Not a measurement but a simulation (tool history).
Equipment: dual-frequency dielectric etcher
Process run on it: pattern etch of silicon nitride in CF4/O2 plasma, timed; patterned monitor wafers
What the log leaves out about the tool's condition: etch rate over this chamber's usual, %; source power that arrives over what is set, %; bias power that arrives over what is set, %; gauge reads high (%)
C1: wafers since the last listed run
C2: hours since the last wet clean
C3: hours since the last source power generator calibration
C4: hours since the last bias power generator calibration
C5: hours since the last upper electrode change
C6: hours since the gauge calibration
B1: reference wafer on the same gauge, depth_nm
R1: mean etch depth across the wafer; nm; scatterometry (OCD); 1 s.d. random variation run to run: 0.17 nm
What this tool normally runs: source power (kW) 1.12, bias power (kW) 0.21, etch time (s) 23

Run 1, hour 0: usual settings but etch time (s) 25; C1 0; C2 219.6; C3 2776.6; C4 4141.2; C5 2926; C6 412.2; B1 113.3. Result: R1 99.1 nm.
At hour 24: upper electrode replaced.
Run 2, hour 24.5: usual settings but etch time (s) 25; C1 9; C2 244.1; C3 2801.1; C4 4165.7; C5 0.5; C6 436.7; B1 113.2. Result: R1 99.3 nm.
Run 3, hour 24.8: usual settings; C1 5; C2 244.4; C3 2801.4; C4 4166; C5 0.8; C6 437; B1 113.1. Result: R1 91.5 nm.
Run 4, hour 33.6: usual settings; C1 159; C2 253.2; C3 2810.2; C4 4174.8; C5 9.6; C6 445.8; B1 113.2. Result: R1 91.5 nm.
Run 5, hour 45.2: usual settings; C1 210; C2 264.8; C3 2821.8; C4 4186.4; C5 21.2; C6 457.4; B1 113.2. Result: R1 91.5 nm.
Run 6, hour 51.7: usual settings; C1 117; C2 271.3; C3 2828.3; C4 4192.9; C5 27.7; C6 463.9; B1 113.2. Result: R1 91.5 nm.
Run 7, hour 62.1: usual settings but source power (kW) 1.31, bias power (kW) 0.241, etch time (s) 26; C1 188; C2 281.7; C3 2838.7; C4 4203.3; C5 38.1; C6 474.3; B1 113.1. Result: R1 126.2 nm.
Run 8, hour 72.8: usual settings but bias power (kW) 0.261, etch time (s) 26.5; C1 193; C2 292.4; C3 2849.4; C4 4214; C5 48.8; C6 485; B1 113.2. Result: R1 114.1 nm.
Run 9, hour 84.1: usual settings but source power (kW) 1.37, bias power (kW) 0.244, etch time (s) 25.5; C1 204; C2 303.7; C3 2860.7; C4 4225.3; C5 60.1; C6 496.3; B1 113.2. Result: R1 130 nm.
Run 10, hour 101.5: usual settings; C1 315; C2 321.1; C3 2878.1; C4 4242.7; C5 77.5; C6 513.7; B1 113.2. Result: R1 91.6 nm.
At hour 103.4: gauge calibrated.
Run 11, hour 107.8: usual settings but source power (kW) 1.29, bias power (kW) 0.195, etch time (s) 25; C1 114; C2 327.4; C3 2884.4; C4 4249; C5 83.8; C6 4.4; B1 113.1. Result: R1 111.4 nm.
At hour 114.4: source power generator calibrated.
Run 12, hour 123.9: usual settings; C1 219; C2 343.5; C3 9.5; C4 4265.1; C5 99.9; C6 20.5; B1 113.3. Result: R1 98 nm.
Run 13, hour 139: usual settings but source power (kW) 1.34, bias power (kW) 0.257, etch time (s) 25; C1 273; C2 358.6; C3 24.6; C4 4280.2; C5 115; C6 35.6; B1 113.2. Result: R1 135.8 nm.
Run 14, hour 146.2: usual settings but etch time (s) 19.5; C1 130; C2 365.8; C3 31.8; C4 4287.4; C5 122.2; C6 42.8; B1 113.1. Result: R1 83.1 nm.
Run 15, hour 159.9: usual settings but bias power (kW) 0.236, etch time (s) 16.5; C1 248; C2 379.5; C3 45.5; C4 4301.1; C5 135.9; C6 56.5; B1 113.2. Result: R1 73 nm.
At hour 171.1: bias power generator calibrated.
Run 16, hour 173.1: usual settings but source power (kW) 0.98, bias power (kW) 0.259, etch time (s) 27.5; C1 166; C2 392.7; C3 58.7; C4 2; C5 149.1; C6 69.7; B1 113.2. Result: R1 111.1 nm.
At hour 201.4: wet clean of the chamber.
Run 17, hour 201.9: usual settings but source power (kW) 1.38, bias power (kW) 0.19, etch time (s) 26; C1 87; C2 0.5; C3 87.5; C4 30.8; C5 177.9; C6 98.5; B1 113.2. Result: R1 127.9 nm.
Run 18, hour 223.2: usual settings but source power (kW) 1.03, bias power (kW) 0.169, etch time (s) 29; C1 386; C2 21.8; C3 108.8; C4 52.1; C5 199.2; C6 119.8; B1 113.2. Result: R1 102.8 nm.
Run 19, hour 238.1: usual settings; C1 270; C2 36.7; C3 123.7; C4 67; C5 214.1; C6 134.7; B1 113.3. Result: R1 95.6 nm.
Run 20, hour 245: usual settings but source power (kW) 0.87, etch time (s) 25.5; C1 125; C2 43.6; C3 130.6; C4 73.9; C5 221; C6 141.6; B1 113.2. Result: R1 82.7 nm.
Run 21, hour 256.9: usual settings but source power (kW) 1.25, bias power (kW) 0.237, etch time (s) 26; C1 215; C2 55.5; C3 142.5; C4 85.8; C5 232.9; C6 153.5; B1 113.3. Result: R1 125.5 nm.
Run 22, hour 265.1: usual settings but source power (kW) 0.98, etch time (s) 27; C1 148; C2 63.7; C3 150.7; C4 94; C5 241.1; C6 161.7; B1 113.2. Result: R1 98.5 nm.
Run 23, hour 274.8: usual settings but bias power (kW) 0.232; C1 175; C2 73.4; C3 160.4; C4 103.7; C5 250.8; C6 171.4; B1 113.3. Result: R1 99.6 nm.
Run 24, hour 286.8: usual settings but source power (kW) 1.02, bias power (kW) 0.171, etch time (s) 16; C1 217; C2 85.4; C3 172.4; C4 115.7; C5 262.8; C6 183.4; B1 113.2. Result: R1 56.8 nm.
Run 25, hour 293: usual settings but source power (kW) 0.89, bias power (kW) 0.247, etch time (s) 26; C1 112; C2 91.6; C3 178.6; C4 121.9; C5 269; C6 189.6; B1 113.1. Result: R1 91.7 nm.
Run 26, hour 307.7: usual settings but source power (kW) 1.22, bias power (kW) 0.163; C1 266; C2 106.3; C3 193.3; C4 136.6; C5 283.7; C6 204.3; B1 113.2. Result: R1 96.2 nm.
Run 27, hour 316.3: usual settings but etch time (s) 19.5; C1 155; C2 114.9; C3 201.9; C4 145.2; C5 292.3; C6 212.9; B1 113.1. Result: R1 81.7 nm.
Run 28, hour 331.9: usual settings; C1 282; C2 130.5; C3 217.5; C4 160.8; C5 307.9; C6 228.5; B1 113.1. Result: R1 96.3 nm.
Run 29, hour 343.5: usual settings but source power (kW) 1.26, bias power (kW) 0.244, etch time (s) 29; C1 210; C2 142.1; C3 229.1; C4 172.4; C5 319.5; C6 240.1; B1 113.1. Result: R1 143.3 nm.

Branching from run 29: 5 alternative next runs. What would each branch give?
Run A, hour 343.9: usual settings but source power (kW) 1.02; C1 7; C2 142.5; C3 229.5; C4 172.8; C5 319.9; C6 240.5; B1 ?. Result: R1 ?.
Run B, hour 343.9: usual settings but source power (kW) 0.9, bias power (kW) 0.162; C1 7; C2 142.5; C3 229.5; C4 172.8; C5 319.9; C6 240.5; B1 ?. Result: R1 ?.
Run C, hour 343.9: usual settings but source power (kW) 1.34, etch time (s) 17.5; C1 7; C2 142.5; C3 229.5; C4 172.8; C5 319.9; C6 240.5; B1 ?. Result: R1 ?.
Run D, hour 343.9: usual settings but source power (kW) 0.85, etch time (s) 29.5; C1 7; C2 142.5; C3 229.5; C4 172.8; C5 319.9; C6 240.5; B1 ?. Result: R1 ?.
Run E, hour 343.9: usual settings but source power (kW) 1.3, bias power (kW) 0.169, etch time (s) 18.5; C1 7; C2 142.5; C3 229.5; C4 172.8; C5 319.9; C6 240.5; B1 ?. Result: R1 ?.

run     B1    R1
  A  113.2    88
  B  113.2    71
  C  113.2  87.3
  D  113.2  94.2
  E  113.2  83.2
Without the tool's unlogged condition, the same runs would have read:
run    R1
  A  87.2
  B  70.3
  C  86.5
  D  93.3
  E  82.4
